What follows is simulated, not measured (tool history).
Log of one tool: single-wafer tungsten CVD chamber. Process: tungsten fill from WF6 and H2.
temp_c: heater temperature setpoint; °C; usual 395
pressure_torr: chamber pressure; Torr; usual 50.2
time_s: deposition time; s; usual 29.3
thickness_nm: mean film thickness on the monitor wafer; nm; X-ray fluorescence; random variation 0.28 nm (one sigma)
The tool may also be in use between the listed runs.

run   hour  temp_c  pressure_torr  time_s  read-back reference wafer on the same gauge, thickness_nm  thickness_nm
  1      0     395           60.1    29.3                                                     94.957       108.952
  2   31.1     395           60.1    29.3                                                     95.079       109.251
  3     48     395           60.1    29.3                                                     95.029       109.023
      83.8  -- gauge calibrated
  4   86.8     395           43.5    29.3                                                     94.982        97.484
  5  104.8     395           43.5    29.3                                                     94.979        97.386
  6  138.2     403             42    29.3                                                     95.147        109.56
  7  164.9     398           50.2    33.4                                                         95       123.008
  8  178.1     398           50.2    33.4                                                     94.999       124.062
  9  204.3     386           50.2    29.3                                                     95.017        88.618
 10  229.4     386           50.2    29.3                                                     94.961        88.299
 11  242.3     386           50.2    29.3                                                     94.991        88.981
 12  268.5     395           59.3    29.3                                                     95.003        110.11
 13  287.9     395           50.2    29.3                                                     94.997       103.335
 14  319.3     384           62.5    32.7                                                      95.01       104.676
 15  335.8     395           50.2    29.3                                                     95.043       103.125
 16  360.7     395           44.4    29.3                                                     95.045        99.137
       394  -- showerhead replaced
 17  394.4     395           50.2    29.3                                                     94.977       103.752
     416.5  -- capacitance manometer re-zeroed and calibrated
 18  425.5     401           44.4    26.7                                                      95.11        99.327
 19  441.7     404           50.2    26.5                                                     95.006       108.405
     462.5  -- thermocouple changed; heater temperature recalibrated
 20    463     390           50.2    24.7                                                     95.045          77.6
 21  474.5     385           59.9    29.3                                                     95.101        89.819
 22  540.4     395           61.7    29.3                                                     95.046       107.794
 23  563.4     395           50.2    29.3                                                     94.901       100.177
 24  597.5     395           50.2    29.3                                                     94.915        99.493
 25  623.5     395           50.2    29.3                                                     94.968       100.396
 26  639.3     395           50.2    29.3                                                     95.109        99.843
 27  660.8     408             60    29.3                                                     94.983       131.227
 28  688.7     383           39.6    30.9                                                     94.996        78.208
     705.5  -- gauge calibrated
 29  714.1     395           50.2    29.3                                                     94.998        99.662
 30  727.1     395           50.2    34.1                                                     94.953       116.128
 31  755.3     395             40    25.6                                                         95        79.985
 32    790     395             46    29.3                                                     95.079        96.905
 33  803.3     407           55.7    32.5                                                     95.121       139.149
 34  821.2     410           50.2    33.9                                                     95.081       146.531
 35    845     381           54.9    29.3                                                     94.917        81.241

The same runs without the tool's hidden state, with the same run-to-run variation:
The hidden state here: wafer temperature above the value expected at the setpoint (K); true pressure above the setpoint (%); gauge reads high (%).
run  thickness_nm
  1       106.076
  2       106.255
  3       105.972
  4        94.628
  5        94.473
  6       106.344
  7         119.1
  8       120.063
  9        85.518
 10        85.125
 11        85.739
 12       106.173
 13        99.565
 14       100.528
 15        99.178
 16        95.248
 17        99.547
 18        95.388
 19       104.073
 20        77.413
 21        89.595
 22       107.532
 23         99.93
 24        99.241
 25       100.134
 26        99.578
 27       130.893
 28        77.974
 29        99.369
 30       115.779
 31        79.734
 32        96.582
 33       138.706
 34       146.053
 35        80.925
